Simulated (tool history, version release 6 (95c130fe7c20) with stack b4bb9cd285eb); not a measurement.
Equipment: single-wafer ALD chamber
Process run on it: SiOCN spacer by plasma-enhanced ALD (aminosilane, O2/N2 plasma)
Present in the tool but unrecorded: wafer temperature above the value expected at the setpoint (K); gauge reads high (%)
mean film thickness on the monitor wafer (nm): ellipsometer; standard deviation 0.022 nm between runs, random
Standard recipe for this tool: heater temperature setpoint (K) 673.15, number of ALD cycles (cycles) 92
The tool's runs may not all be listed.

run	hour	heater temperature setpoint (K)	number of ALD cycles (cycles)	wafers since the last listed run	hours since the last thermocouple change	hours since the gauge calibration	read-back reference wafer on the same gauge, thickness_nm	mean film thickness on the monitor wafer (nm)
1	0	673.15	78	0	1496.1	1112.9	6.691	4.747
2	69.7	673.15	78	237	1565.8	1182.6	6.687	4.77
3	249.2	673.15	92	612	1745.3	1362.1	6.688	5.613
4	313.8	669.15	92	220	1809.9	1426.7	6.69	5.597
5	351.5	669.15	92	128	1847.6	1464.4	6.689	5.613
6	379.3	673.15	81	94	1875.4	1492.2	6.69	4.936
7	437.4	673.15	81	198	1933.5	1550.3	6.69	4.942
8	484.2	673.15	92	159	1980.3	1597.1	6.687	5.589
9	546.6	673.15	92	213	2042.7	1659.5	6.694	5.625
10	603.2	673.15	84	193	2099.3	1716.1	6.693	5.154
11	674.3	673.15	84	242	2170.4	1787.2	6.688	5.099
12	716.9	673.15	84	145	2213	1829.8	6.692	5.134
13	779.9	673.15	87	215	2276	1892.8	6.69	5.305
14	845.9	673.15	87	225	2342	1958.8	6.691	5.319
15	871	673.15	105	85	2367.1	1983.9	6.685	6.432
# hour 925.2: thermocouple changed; heater temperature recalibrated
16	925.7	673.15	105	159	0.5	2038.6	6.69	6.383
17	979.3	683.15	92	182	54.1	2092.2	6.687	5.406
18	1005.4	683.15	92	89	80.2	2118.3	6.687	5.484
19	1032.5	673.15	92	92	107.3	2145.4	6.688	5.607
# hour 1033.8: gauge calibrated
20	1062.9	673.15	92	103	137.7	29.1	6.697	5.622
21	1130.2	673.15	103	229	205	96.4	6.69	6.306
22	1186.8	673.15	103	193	261.6	153	6.689	6.299
23	1252.9	673.15	92	225	327.7	219.1	6.689	5.666
24	1282.2	673.15	92	100	357	248.4	6.693	5.623
25	1313.7	679.15	92	107	388.5	279.9	6.686	5.511
26	1349.1	663.15	101	120	423.9	315.3	6.686	6.19
27	1385.3	680.15	98	123	460.1	351.5	6.694	5.879
28	1434.2	673.15	92	166	509	400.4	6.692	5.629
29	1486.4	660.15	86	178	561.2	452.6	6.69	5.281
30	1692.7	681.15	97	704	767.5	658.9	6.689	5.763
31	1845.1	673.15	81	520	919.9	811.3	6.695	4.952
32	1898.6	686.15	81	182	973.4	864.8	6.693	4.745
33	1924.2	682.15	109	87	999	890.4	6.689	6.467
34	1965.4	673.15	92	140	1040.2	931.6	6.693	5.62
35	2015.6	687.15	82	171	1090.4	981.8	6.69	4.771
36	2056.8	679.15	86	140	1131.6	1023	6.687	5.178
37	2089.2	681.15	106	110	1164	1055.4	6.683	6.319
38	2151	659.15	103	210	1225.8	1117.2	6.689	6.312
39	2211.8	683.15	86	207	1286.6	1178	6.693	5.087
40	2266.9	673.15	78	188	1341.7	1233.1	6.683	4.771
41	2324	673.15	92	194	1398.8	1290.2	6.689	5.646
42	2350.1	687.15	83	89	1424.9	1316.3	6.689	4.86
43	2413.3	666.15	109	215	1488.1	1379.5	6.686	6.664
44	2443.8	686.15	92	104	1518.6	1410	6.694	5.369
45	2489.3	683.15	92	155	1564.1	1455.5	6.684	5.418
46	2530.7	685.15	108	141	1605.5	1496.9	6.691	6.35
47	2584.3	673.15	92	182	1659.1	1550.5	6.685	5.63
48	2613.3	673.15	87	99	1688.1	1579.5	6.69	5.344

Give the tool's hidden conditions for every run:
wafer temperature above the value expected at the setpoint (K): 0 across all the runs
gauge reads high (%): 0 across all the runs

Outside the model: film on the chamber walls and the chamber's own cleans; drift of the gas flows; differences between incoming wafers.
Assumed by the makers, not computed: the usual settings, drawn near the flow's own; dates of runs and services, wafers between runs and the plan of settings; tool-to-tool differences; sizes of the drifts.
